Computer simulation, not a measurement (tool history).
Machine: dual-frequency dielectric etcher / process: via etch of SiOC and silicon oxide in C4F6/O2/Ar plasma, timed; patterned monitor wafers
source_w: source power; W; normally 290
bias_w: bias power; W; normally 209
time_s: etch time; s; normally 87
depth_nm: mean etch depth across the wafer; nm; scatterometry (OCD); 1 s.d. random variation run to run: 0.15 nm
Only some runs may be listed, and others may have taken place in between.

| run | hour | source_w | bias_w | time_s | wafers since the last listed run | hours since the last wet clean | hours since the last source power generator calibration | hours since the last bias power generator calibration | hours since the last upper electrode change | hours since the gauge calibration | read-back reference wafer on the same gauge, depth_nm | depth_nm |
|---|---|---|---|---|---|---|---|---|---|---|---|---|
| 1 | 0 | 240 | 209 | 87 | 0 | 285.8 | 2453 | 2540.4 | 2541.5 | 245.6 | 105.8 | 91.5 |
| 2 | 15.1 | 240 | 209 | 87 | 132 | 300.9 | 2468.1 | 2555.5 | 2556.6 | 260.7 | 105.9 | 91.9 |
| 3 | 37.5 | 290 | 219 | 87 | 196 | 323.3 | 2490.5 | 2577.9 | 2579 | 283.1 | 105.8 | 100.2 |
| 4 | 57.3 | 290 | 209 | 70.5 | 173 | 343.1 | 2510.3 | 2597.7 | 2598.8 | 302.9 | 105.9 | 79.7 |
| 5 | 75.5 | 290 | 209 | 70.5 | 159 | 361.3 | 2528.5 | 2615.9 | 2617 | 321.1 | 105.9 | 79.5 |
| 6 | 88.1 | 290 | 209 | 74.5 | 110 | 373.9 | 2541.1 | 2628.5 | 2629.6 | 333.7 | 105.9 | 84.3 |
|  | 106.6 | gauge calibrated |
|  | 107.2 | source power generator calibrated |
|  | 116.4 | wet clean of the chamber |
| 7 | 122.1 | 290 | 209 | 74.5 | 182 | 5.7 | 14.9 | 2662.5 | 2663.6 | 15.5 | 105.9 | 82.6 |
|  | 159.2 | upper electrode replaced |
| 8 | 159.7 | 290 | 228 | 87 | 119 | 43.3 | 52.5 | 2700.1 | 0.5 | 53.1 | 105.9 | 100.3 |
| 9 | 173.5 | 250 | 209 | 87 | 120 | 57.1 | 66.3 | 2713.9 | 14.3 | 66.9 | 105.9 | 92.1 |
| 10 | 189.5 | 290 | 209 | 65 | 140 | 73.1 | 82.3 | 2729.9 | 30.3 | 82.9 | 106 | 72.4 |
|  | 210.9 | bias power generator calibrated |
| 11 | 224 | 290 | 209 | 65 | 267 | 107.6 | 116.8 | 13.1 | 64.8 | 117.4 | 105.9 | 72.7 |
| 12 | 248.5 | 290 | 191 | 87 | 214 | 132.1 | 141.3 | 37.6 | 89.3 | 141.9 | 105.9 | 93.8 |
| 13 | 283.8 | 220 | 249 | 64 | 309 | 167.4 | 176.6 | 72.9 | 124.6 | 177.2 | 106 | 69.9 |
| 14 | 312 | 240 | 209 | 111.5 | 247 | 195.6 | 204.8 | 101.1 | 152.8 | 205.4 | 105.8 | 116.8 |

Exercise: give the hidden state of the tool at every run:
source power that arrives over what is set, %: 0 on each run
bias power that arrives over what is set, %: 0 on each run
gauge reads high (%): 0 on each run
H1: etch rate over this chamber's usual, %
| run | H1 |
|---|---|
| 1 | 0.984 |
| 2 | 1.04 |
| 3 | 1.11 |
| 4 | 1.18 |
| 5 | 1.24 |
| 6 | 1.29 |
| 7 | -0.249 |
| 8 | -0.12 |
| 9 | -0.0725 |
| 10 | -0.0174 |
| 11 | 0.101 |
| 12 | 0.186 |
| 13 | 0.307 |
| 14 | 0.404 |
